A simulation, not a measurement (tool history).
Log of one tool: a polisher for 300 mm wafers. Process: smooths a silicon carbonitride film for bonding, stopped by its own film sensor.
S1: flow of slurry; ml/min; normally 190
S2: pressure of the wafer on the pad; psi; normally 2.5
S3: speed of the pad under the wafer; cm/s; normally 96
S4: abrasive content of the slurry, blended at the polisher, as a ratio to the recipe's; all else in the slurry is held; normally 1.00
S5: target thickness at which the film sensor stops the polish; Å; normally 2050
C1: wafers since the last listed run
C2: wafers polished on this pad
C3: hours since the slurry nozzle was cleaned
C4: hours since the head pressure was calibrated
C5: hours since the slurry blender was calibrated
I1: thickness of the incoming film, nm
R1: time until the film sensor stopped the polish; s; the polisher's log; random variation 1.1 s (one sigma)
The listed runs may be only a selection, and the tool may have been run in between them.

run   hour   S1   S2   S3    S4    S5   C1    C2     C3      C4     C5     I1     R1
  1    0.0  190  2.5   96  1.00  2050    0  1597  121.2   830.9  270.8  229.8   96.4
  2   26.9  190  2.5   96  1.00  2050  200  1798  148.1   857.8  297.7  230.6  101.4
      55.3  -- worn pad replaced by a new one
  3   59.0  190  2.5   96  1.00  2050  209    27  180.2   889.9  329.8  226.4   79.4
  4   71.4  190  2.5   96  1.00  2050   92   119  192.6   902.3  342.2  232.6  102.6
  5  158.8  190  2.5   96  1.00  2050  651   771  280.0   989.7  429.6  229.9   95.0
  6  176.8  190  2.5   96  1.00  2050  134   905  298.0  1007.7  447.6  224.7   73.2
  7  193.5  190  2.5   96  1.00  2050  124  1029  314.7  1024.4  464.3  226.9   82.9
  8  209.3  190  2.5   80  1.00  2010  117  1147  330.5  1040.2  480.1  231.5  139.9
     216.0  -- slurry blender recalibrated
  9  238.5  190  2.5   72  1.10  2020  202  1350  359.7  1069.4   22.5  227.9  124.2
 10  260.8  190  2.5   96  1.00  2050  166  1516  382.0  1091.7   44.8  231.2  104.7
 11  282.4  190  3.0   96  1.00  1970  160  1677  403.6  1113.3   66.4  231.2  120.3
 12  299.8  165  1.7   96  0.85  1980  129  1806  421.0  1130.7   83.8  229.5  193.1
 13  312.5  190  2.5   96  1.00  2010   94  1901  433.7  1143.4   96.5  230.2  122.2
     317.2  -- worn pad replaced by a new one
 14  329.4  190  2.5  112  1.00  2110   96    90  450.6  1160.3  113.4  232.8   73.6
 15  344.6  190  2.5   96  1.30  2050  113   203  465.8  1175.5  128.6  235.0  103.6
 16  359.2  190  2.5  120  1.25  1970  108   312  480.4  1190.1  143.2  229.9   95.7
 17  389.5  190  2.5   96  1.00  2050  225   538  510.7  1220.4  173.5  230.2   96.4
 18  401.7  190  2.5   96  1.00  2050   90   629  522.9  1232.6  185.7  227.1   85.9
     451.1  -- head pressure recalibrated
 19  465.3  190  2.5   96  1.00  2050  459  1088  586.5    14.2  249.3  233.7  112.0
 20  487.6  190  2.5  114  1.00  2000  166  1254  608.8    36.5  271.6  229.2  104.0
 21  505.9  190  2.5   96  1.00  2050  136  1390  627.1    54.8  289.9  231.4  107.7
 22  520.0  190  2.5   96  1.00  2050  105  1495  641.2    68.9  304.0  230.6  104.0
     528.3  -- slurry nozzle cleaned
     587.4  -- worn pad replaced by a new one
 23  619.8  190  2.8  118  1.00  1990  706   241   91.5   168.7  403.8  229.9   86.5
 24  641.5  130  2.5   96  1.00  2050  161   403  113.2   190.4  425.5  232.0  107.9
     657.5  -- slurry blender recalibrated
 25  676.7  190  2.5   96  1.00  2050  247   650  148.4   225.6   19.2  228.9   90.0
 26  693.6  220  1.8   96  0.85  2050  125   776  165.3   242.5   36.1  228.3  119.3
 27  720.7  190  2.5   70  1.00  2110  201   978  192.4   269.6   63.2  232.5  105.4
 28  735.0  190  2.5   96  1.00  2020  106  1085  206.7   283.9   77.5  227.8   98.8
 29  756.6  190  2.5   96  1.00  2120  160  1246  228.3   305.5   99.1  229.5   67.4

The tool's hidden state at each run:
deviation of the head's pressure from its setpoint, %: 0 in every run
abrasive missing from the slurry, %: 0 in every run
H1: removal rate lost through wear of the pad, %
H2: slurry flow missing at the pad, %
run     H1    H2
  1   7.61  18.6
  2   9.21  21.1
  3  0.289  23.7
  4   0.32  24.6
  5   1.68  29.4
  6   2.21  30.1
  7   2.77  30.7
  8   3.37  31.3
  9   4.66  32.2
 10   5.79  32.8
 11      7  33.3
 12   8.07  33.6
 13    8.9  33.9
 14   1.33  34.2
 15   1.41  34.5
 16   1.54  34.7
 17   1.99  35.1
 18   2.24  35.3
 19   4.17  35.9
 20   5.09  36.1
 21   5.95  36.2
 22   6.67  36.3
 23  0.406  15.2
 24  0.651  17.6
 25   1.31    21
 26   1.74  22.4
 27   2.58  24.4
 28   3.11  25.3
 29      4  26.6
